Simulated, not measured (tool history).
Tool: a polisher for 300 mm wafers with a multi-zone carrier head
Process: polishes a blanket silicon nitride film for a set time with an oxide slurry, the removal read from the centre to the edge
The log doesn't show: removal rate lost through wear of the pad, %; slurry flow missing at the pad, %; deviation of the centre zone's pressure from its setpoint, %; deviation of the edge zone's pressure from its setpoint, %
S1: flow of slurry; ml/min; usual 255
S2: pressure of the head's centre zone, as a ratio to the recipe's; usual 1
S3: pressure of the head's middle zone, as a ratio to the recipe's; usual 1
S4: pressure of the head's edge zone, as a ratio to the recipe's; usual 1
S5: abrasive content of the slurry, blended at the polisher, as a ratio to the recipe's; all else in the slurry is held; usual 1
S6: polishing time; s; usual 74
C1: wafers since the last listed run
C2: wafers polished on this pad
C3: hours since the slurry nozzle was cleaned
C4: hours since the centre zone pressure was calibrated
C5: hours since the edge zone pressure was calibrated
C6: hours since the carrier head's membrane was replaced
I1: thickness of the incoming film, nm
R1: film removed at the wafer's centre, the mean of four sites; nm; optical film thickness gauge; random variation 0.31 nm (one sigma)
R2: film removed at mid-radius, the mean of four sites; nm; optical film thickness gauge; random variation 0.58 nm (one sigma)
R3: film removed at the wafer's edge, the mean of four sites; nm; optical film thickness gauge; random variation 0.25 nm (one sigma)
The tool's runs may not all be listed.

{"run": 1, "hour": 0.0, "S1": 255, "S2": 1, "S3": 1, "S4": 1, "S5": 1, "S6": 74, "C1": 0, "C2": 499, "C3": 884.6, "C4": 51.7, "C5": 34.8, "C6": 73.1, "I1": 619.3, "R1": 37.4, "R2": 37.8, "R3": 38.5}
{"run": 2, "hour": 10.1, "S1": 255, "S2": 1, "S3": 1, "S4": 0.96, "S5": 1, "S6": 74, "C1": 109, "C2": 609, "C3": 894.7, "C4": 61.8, "C5": 44.9, "C6": 83.2, "I1": 621, "R1": 37.1, "R2": 37.9, "R3": 37.6}
{"run": 3, "hour": 23.3, "S1": 255, "S2": 1, "S3": 1, "S4": 0.96, "S5": 1, "S6": 74, "C1": 143, "C2": 753, "C3": 907.9, "C4": 75, "C5": 58.1, "C6": 96.4, "I1": 626.6, "R1": 37, "R2": 38, "R3": 37.5}
{"hour": 29.8, "done": "slurry nozzle cleaned"}
{"run": 4, "hour": 36.7, "S1": 255, "S2": 1, "S3": 1, "S4": 1, "S5": 1, "S6": 74, "C1": 134, "C2": 888, "C3": 6.9, "C4": 88.4, "C5": 71.5, "C6": 109.8, "I1": 614.8, "R1": 35.5, "R2": 36, "R3": 37.1}
{"run": 5, "hour": 48.3, "S1": 190, "S2": 1, "S3": 0.92, "S4": 1.11, "S5": 1, "S6": 64, "C1": 126, "C2": 1014, "C3": 18.5, "C4": 100, "C5": 83.1, "C6": 121.4, "I1": 618.6, "R1": 28.7, "R2": 27.2, "R3": 32.4}
{"hour": 56.9, "done": "worn pad replaced by a new one"}
{"run": 6, "hour": 58.0, "S1": 255, "S2": 1, "S3": 1, "S4": 1, "S5": 1.1, "S6": 74, "C1": 62, "C2": 12, "C3": 28.2, "C4": 109.7, "C5": 92.8, "C6": 131.1, "I1": 617.2, "R1": 36.1, "R2": 37.4, "R3": 37.7}
{"run": 7, "hour": 64.0, "S1": 330, "S2": 0.95, "S3": 1, "S4": 1.11, "S5": 1, "S6": 91, "C1": 65, "C2": 77, "C3": 34.2, "C4": 115.7, "C5": 98.8, "C6": 137.1, "I1": 613.4, "R1": 43.3, "R2": 46.6, "R3": 48.9}
{"run": 8, "hour": 80.1, "S1": 255, "S2": 1.1, "S3": 0.89, "S4": 0.89, "S5": 1, "S6": 86, "C1": 175, "C2": 252, "C3": 50.3, "C4": 131.8, "C5": 114.9, "C6": 153.2, "I1": 621.8, "R1": 45.6, "R2": 37.2, "R3": 40.6}
{"run": 9, "hour": 87.4, "S1": 180, "S2": 1.08, "S3": 1, "S4": 0.88, "S5": 1, "S6": 74, "C1": 79, "C2": 331, "C3": 57.6, "C4": 139.1, "C5": 122.2, "C6": 160.5, "I1": 608.2, "R1": 34.7, "R2": 32.4, "R3": 32.6}
{"run": 10, "hour": 103.7, "S1": 335, "S2": 1, "S3": 1, "S4": 1, "S5": 1.3, "S6": 74, "C1": 177, "C2": 509, "C3": 73.9, "C4": 155.4, "C5": 138.5, "C6": 176.8, "I1": 617.5, "R1": 38.8, "R2": 41.1, "R3": 40.4}
{"run": 11, "hour": 120.1, "S1": 175, "S2": 1, "S3": 1, "S4": 0.91, "S5": 1, "S6": 74, "C1": 178, "C2": 687, "C3": 90.3, "C4": 171.8, "C5": 154.9, "C6": 193.2, "I1": 630.8, "R1": 31.4, "R2": 33, "R3": 32.9}
{"hour": 128.6, "done": "slurry nozzle cleaned, repeated, since the last time left the tool worse"}
{"run": 12, "hour": 137.3, "S1": 255, "S2": 1, "S3": 1, "S4": 1, "S5": 1, "S6": 74, "C1": 176, "C2": 864, "C3": 8.7, "C4": 189, "C5": 172.1, "C6": 210.4, "I1": 615.1, "R1": 38.6, "R2": 38.7, "R3": 39.1}
{"hour": 154.9, "done": "worn pad replaced by a new one"}
{"run": 13, "hour": 155.4, "S1": 255, "S2": 1, "S3": 1, "S4": 1, "S5": 1, "S6": 74, "C1": 153, "C2": 5, "C3": 26.8, "C4": 207.1, "C5": 190.2, "C6": 228.5, "I1": 622.1, "R1": 38.4, "R2": 38.2, "R3": 39.2}
{"run": 14, "hour": 165.3, "S1": 255, "S2": 1, "S3": 0.89, "S4": 1, "S5": 1, "S6": 84, "C1": 107, "C2": 112, "C3": 36.7, "C4": 217, "C5": 200.1, "C6": 238.4, "I1": 621.3, "R1": 43.6, "R2": 39.6, "R3": 45}
{"run": 15, "hour": 175.6, "S1": 295, "S2": 0.9, "S3": 1, "S4": 1, "S5": 1, "S6": 74, "C1": 112, "C2": 224, "C3": 47, "C4": 227.3, "C5": 210.4, "C6": 248.7, "I1": 615.4, "R1": 35.2, "R2": 39.6, "R3": 40.1}
{"run": 16, "hour": 181.7, "S1": 255, "S2": 1, "S3": 0.9, "S4": 1, "S5": 1, "S6": 83, "C1": 66, "C2": 291, "C3": 53.1, "C4": 233.4, "C5": 216.5, "C6": 254.8, "I1": 619.6, "R1": 43.4, "R2": 39.9, "R3": 43.8}
{"run": 17, "hour": 190.2, "S1": 255, "S2": 0.95, "S3": 0.93, "S4": 1, "S5": 1, "S6": 74, "C1": 92, "C2": 383, "C3": 61.6, "C4": 241.9, "C5": 225, "C6": 263.3, "I1": 610.9, "R1": 36.7, "R2": 37, "R3": 39.6}
{"run": 18, "hour": 203.0, "S1": 255, "S2": 1, "S3": 1, "S4": 1, "S5": 1, "S6": 74, "C1": 139, "C2": 523, "C3": 74.4, "C4": 254.7, "C5": 237.8, "C6": 276.1, "I1": 622.7, "R1": 38.9, "R2": 38.7, "R3": 39.1}
{"run": 19, "hour": 209.2, "S1": 285, "S2": 1, "S3": 1, "S4": 1, "S5": 0.8, "S6": 74, "C1": 67, "C2": 590, "C3": 80.6, "C4": 260.9, "C5": 244, "C6": 282.3, "I1": 616.2, "R1": 36.6, "R2": 38, "R3": 37.6}
{"run": 20, "hour": 221.4, "S1": 255, "S2": 1, "S3": 1, "S4": 0.89, "S5": 1, "S6": 74, "C1": 132, "C2": 723, "C3": 92.8, "C4": 273.1, "C5": 256.2, "C6": 294.5, "I1": 620.2, "R1": 38.7, "R2": 38.4, "R3": 37.1}
{"run": 21, "hour": 237.5, "S1": 180, "S2": 1, "S3": 1, "S4": 1, "S5": 1, "S6": 74, "C1": 175, "C2": 898, "C3": 108.9, "C4": 289.2, "C5": 272.3, "C6": 310.6, "I1": 628.1, "R1": 36.3, "R2": 37.7, "R3": 37.6}
{"hour": 246.5, "done": "worn pad replaced by a new one"}
{"run": 22, "hour": 248.8, "S1": 255, "S2": 1, "S3": 1, "S4": 1, "S5": 1, "S6": 91, "C1": 79, "C2": 25, "C3": 120.2, "C4": 300.5, "C5": 283.6, "C6": 321.9, "I1": 624.3, "R1": 47.6, "R2": 48.5, "R3": 47.7}

How the hidden state differs across the entries between the runs, from the last listed run before each to the first after it:
Between runs 3 and 4: slurry nozzle cleaned (hour 29.8)
  slurry flow missing at the pad, %: 27.2 -> 45.9
  measured less the result without the state, R1: -1.6 -> -3.4 nm; R2: -1.4 -> -3.1 nm; R3: -1 -> -2.3 nm
Between runs 5 and 6: worn pad replaced by a new one (hour 56.9)
  slurry flow missing at the pad, %: 46.8 -> 47.5
  measured less the result without the state, R1: -3.8 -> -3.7 nm; R2: -3.2 -> -3.4 nm; R3: -2.6 -> -2.4 nm
Between runs 11 and 12: slurry nozzle cleaned, repeated, since the last time left the tool worse (hour 128.6)
  slurry flow missing at the pad, %: 51.6 -> 1.14
  measured less the result without the state, R1: -5.4 -> -0.1 nm; R2: -5 -> -0.1 nm; R3: -3.4 -> +0 nm
Between runs 12 and 13: worn pad replaced by a new one (hour 154.9)
  slurry flow missing at the pad, %: 1.14 -> 2.52
  measured less the result without the state, R1: -0.1 -> -0.1 nm; R2: -0.1 -> -0.1 nm; R3: +0 -> +0 nm
Between runs 21 and 22: worn pad replaced by a new one (hour 246.5)
  slurry flow missing at the pad, %: 7.77 -> 8.37
  measured less the result without the state, R1: -0.5 -> -0.5 nm; R2: -0.4 -> -0.4 nm; R3: -0.3 -> -0.3 nm

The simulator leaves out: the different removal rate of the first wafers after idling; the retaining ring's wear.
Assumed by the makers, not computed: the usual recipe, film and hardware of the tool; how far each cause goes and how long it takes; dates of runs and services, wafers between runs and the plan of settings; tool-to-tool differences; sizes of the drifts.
